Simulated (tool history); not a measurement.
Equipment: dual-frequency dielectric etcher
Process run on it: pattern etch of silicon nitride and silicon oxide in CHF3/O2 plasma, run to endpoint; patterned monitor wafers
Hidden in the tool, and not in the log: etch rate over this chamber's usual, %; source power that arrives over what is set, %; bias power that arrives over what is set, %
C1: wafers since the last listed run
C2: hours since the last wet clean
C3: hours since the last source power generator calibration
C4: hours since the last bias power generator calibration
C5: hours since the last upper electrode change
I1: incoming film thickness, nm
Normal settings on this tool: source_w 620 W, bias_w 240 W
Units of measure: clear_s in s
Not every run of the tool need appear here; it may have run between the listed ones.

{"run": 1, "hour": 0.0, "source_w": 690, "bias_w": 240, "C1": 0, "C2": 406.5, "C3": 1433.6, "C4": 1582.1, "C5": 3620.2, "I1": 224.3, "clear_s": 129.6}
{"run": 2, "hour": 30.2, "source_w": 620, "bias_w": 201, "C1": 225, "C2": 436.7, "C3": 1463.8, "C4": 1612.3, "C5": 3650.4, "I1": 226.4, "clear_s": 147}
{"hour": 55.2, "done": "wet clean of the chamber"}
{"run": 3, "hour": 55.7, "source_w": 620, "bias_w": 201, "C1": 11, "C2": 0.5, "C3": 1489.3, "C4": 1637.8, "C5": 3675.9, "I1": 227.1, "clear_s": 151}
{"run": 4, "hour": 61.0, "source_w": 620, "bias_w": 201, "C1": 39, "C2": 5.8, "C3": 1494.6, "C4": 1643.1, "C5": 3681.2, "I1": 224.1, "clear_s": 150.4}
{"run": 5, "hour": 73.6, "source_w": 570, "bias_w": 240, "C1": 93, "C2": 18.4, "C3": 1507.2, "C4": 1655.7, "C5": 3693.8, "I1": 227, "clear_s": 143.4}
{"run": 6, "hour": 96.9, "source_w": 570, "bias_w": 240, "C1": 173, "C2": 41.7, "C3": 1530.5, "C4": 1679, "C5": 3717.1, "I1": 226.6, "clear_s": 142.5}
{"run": 7, "hour": 126.9, "source_w": 570, "bias_w": 240, "C1": 223, "C2": 71.7, "C3": 1560.5, "C4": 1709, "C5": 3747.1, "I1": 226.7, "clear_s": 142.1}
{"run": 8, "hour": 161.0, "source_w": 620, "bias_w": 240, "C1": 254, "C2": 105.8, "C3": 1594.6, "C4": 1743.1, "C5": 3781.2, "I1": 225.5, "clear_s": 137.3}
{"run": 9, "hour": 180.9, "source_w": 620, "bias_w": 240, "C1": 148, "C2": 125.7, "C3": 1614.5, "C4": 1763, "C5": 3801.1, "I1": 226.6, "clear_s": 139.2}
{"run": 10, "hour": 214.1, "source_w": 620, "bias_w": 240, "C1": 247, "C2": 158.9, "C3": 1647.7, "C4": 1796.2, "C5": 3834.3, "I1": 226.7, "clear_s": 136.5}
{"run": 11, "hour": 237.5, "source_w": 620, "bias_w": 240, "C1": 174, "C2": 182.3, "C3": 1671.1, "C4": 1819.6, "C5": 3857.7, "I1": 225.8, "clear_s": 137.1}
{"run": 12, "hour": 255.1, "source_w": 620, "bias_w": 240, "C1": 131, "C2": 199.9, "C3": 1688.7, "C4": 1837.2, "C5": 3875.3, "I1": 224.5, "clear_s": 136.8}
{"run": 13, "hour": 268.9, "source_w": 620, "bias_w": 240, "C1": 102, "C2": 213.7, "C3": 1702.5, "C4": 1851, "C5": 3889.1, "I1": 225.7, "clear_s": 136.8}
{"run": 14, "hour": 294.2, "source_w": 620, "bias_w": 240, "C1": 188, "C2": 239, "C3": 1727.8, "C4": 1876.3, "C5": 3914.4, "I1": 225.6, "clear_s": 137.9}
{"run": 15, "hour": 376.7, "source_w": 620, "bias_w": 240, "C1": 614, "C2": 321.5, "C3": 1810.3, "C4": 1958.8, "C5": 3996.9, "I1": 226.6, "clear_s": 135.7}
{"run": 16, "hour": 401.7, "source_w": 620, "bias_w": 240, "C1": 186, "C2": 346.5, "C3": 1835.3, "C4": 1983.8, "C5": 4021.9, "I1": 227.5, "clear_s": 136.1}
{"run": 17, "hour": 428.6, "source_w": 620, "bias_w": 240, "C1": 200, "C2": 373.4, "C3": 1862.2, "C4": 2010.7, "C5": 4048.8, "I1": 224.9, "clear_s": 134.5}
{"hour": 439.1, "done": "bias power generator calibrated"}
{"run": 18, "hour": 447.1, "source_w": 710, "bias_w": 260, "C1": 108, "C2": 391.9, "C3": 1880.7, "C4": 8, "C5": 4067.3, "I1": 224.7, "clear_s": 122.6}
{"run": 19, "hour": 467.9, "source_w": 620, "bias_w": 240, "C1": 155, "C2": 412.7, "C3": 1901.5, "C4": 28.8, "C5": 4088.1, "I1": 227.7, "clear_s": 134.8}
{"hour": 495.9, "done": "wet clean of the chamber"}
{"run": 20, "hour": 496.4, "source_w": 740, "bias_w": 188, "C1": 33, "C2": 0.5, "C3": 1930, "C4": 57.3, "C5": 4116.6, "I1": 227.9, "clear_s": 139.2}
{"run": 21, "hour": 498.6, "source_w": 620, "bias_w": 240, "C1": 16, "C2": 2.7, "C3": 1932.2, "C4": 59.5, "C5": 4118.8, "I1": 224.9, "clear_s": 130}
{"run": 22, "hour": 516.5, "source_w": 540, "bias_w": 214, "C1": 133, "C2": 20.6, "C3": 1950.1, "C4": 77.4, "C5": 4136.7, "I1": 228.4, "clear_s": 147.8}
{"run": 23, "hour": 544.2, "source_w": 540, "bias_w": 197, "C1": 206, "C2": 48.3, "C3": 1977.8, "C4": 105.1, "C5": 4164.4, "I1": 226.7, "clear_s": 149.8}
{"hour": 580.3, "done": "upper electrode replaced"}
{"run": 24, "hour": 580.8, "source_w": 760, "bias_w": 189, "C1": 93, "C2": 84.9, "C3": 2014.4, "C4": 141.7, "C5": 0.5, "I1": 223.5, "clear_s": 134.4}
{"run": 25, "hour": 604.0, "source_w": 620, "bias_w": 240, "C1": 172, "C2": 108.1, "C3": 2037.6, "C4": 164.9, "C5": 23.7, "I1": 226, "clear_s": 130.1}
{"run": 26, "hour": 632.8, "source_w": 540, "bias_w": 295, "C1": 214, "C2": 136.9, "C3": 2066.4, "C4": 193.7, "C5": 52.5, "I1": 224.7, "clear_s": 124.6}
{"hour": 648.2, "done": "source power generator calibrated"}
{"hour": 677.1, "done": "wet clean of the chamber, repeated, since the last time left the tool worse"}
{"run": 27, "hour": 677.6, "source_w": 500, "bias_w": 260, "C1": 125, "C2": 0.5, "C3": 29.4, "C4": 238.5, "C5": 97.3, "I1": 225.8, "clear_s": 142.9}
{"run": 28, "hour": 686.6, "source_w": 620, "bias_w": 240, "C1": 67, "C2": 9.5, "C3": 38.4, "C4": 247.5, "C5": 106.3, "I1": 227.1, "clear_s": 141}
{"run": 29, "hour": 698.7, "source_w": 620, "bias_w": 240, "C1": 90, "C2": 21.6, "C3": 50.5, "C4": 259.6, "C5": 118.4, "I1": 225.4, "clear_s": 138.7}
{"run": 30, "hour": 719.4, "source_w": 580, "bias_w": 240, "C1": 154, "C2": 42.3, "C3": 71.2, "C4": 280.3, "C5": 139.1, "I1": 225.3, "clear_s": 143.1}
{"run": 31, "hour": 739.2, "source_w": 690, "bias_w": 275, "C1": 147, "C2": 62.1, "C3": 91, "C4": 300.1, "C5": 158.9, "I1": 223.9, "clear_s": 125.4}
{"run": 32, "hour": 759.4, "source_w": 470, "bias_w": 297, "C1": 150, "C2": 82.3, "C3": 111.2, "C4": 320.3, "C5": 179.1, "I1": 226, "clear_s": 139.4}
{"run": 33, "hour": 779.1, "source_w": 620, "bias_w": 240, "C1": 146, "C2": 102, "C3": 130.9, "C4": 340, "C5": 198.8, "I1": 226.7, "clear_s": 139.1}
{"run": 34, "hour": 832.5, "source_w": 670, "bias_w": 240, "C1": 398, "C2": 155.4, "C3": 184.3, "C4": 393.4, "C5": 252.2, "I1": 226.9, "clear_s": 135}

What the log doesn't show, run by run:
source power that arrives over what is set, %: 0 across all the runs
bias power that arrives over what is set, %: 0 across all the runs
H1: etch rate over this chamber's usual, %
run=1 H1=2.5
run=2 H1=2.71
run=3 H1=0.482
run=4 H1=0.518
run=5 H1=0.603
run=6 H1=0.762
run=7 H1=0.965
run=8 H1=1.2
run=9 H1=1.33
run=10 H1=1.56
run=11 H1=1.72
run=12 H1=1.84
run=13 H1=1.93
run=14 H1=2.1
run=15 H1=2.66
run=16 H1=2.83
run=17 H1=3.02
run=18 H1=3.14
run=19 H1=3.28
run=20 H1=5.69
run=21 H1=5.71
run=22 H1=5.83
run=23 H1=6.02
run=24 H1=6.27
run=25 H1=6.42
run=26 H1=6.62
run=27 H1=-0.272
run=28 H1=-0.211
run=29 H1=-0.129
run=30 H1=0.0119
run=31 H1=0.146
run=32 H1=0.284
run=33 H1=0.418
run=34 H1=0.78
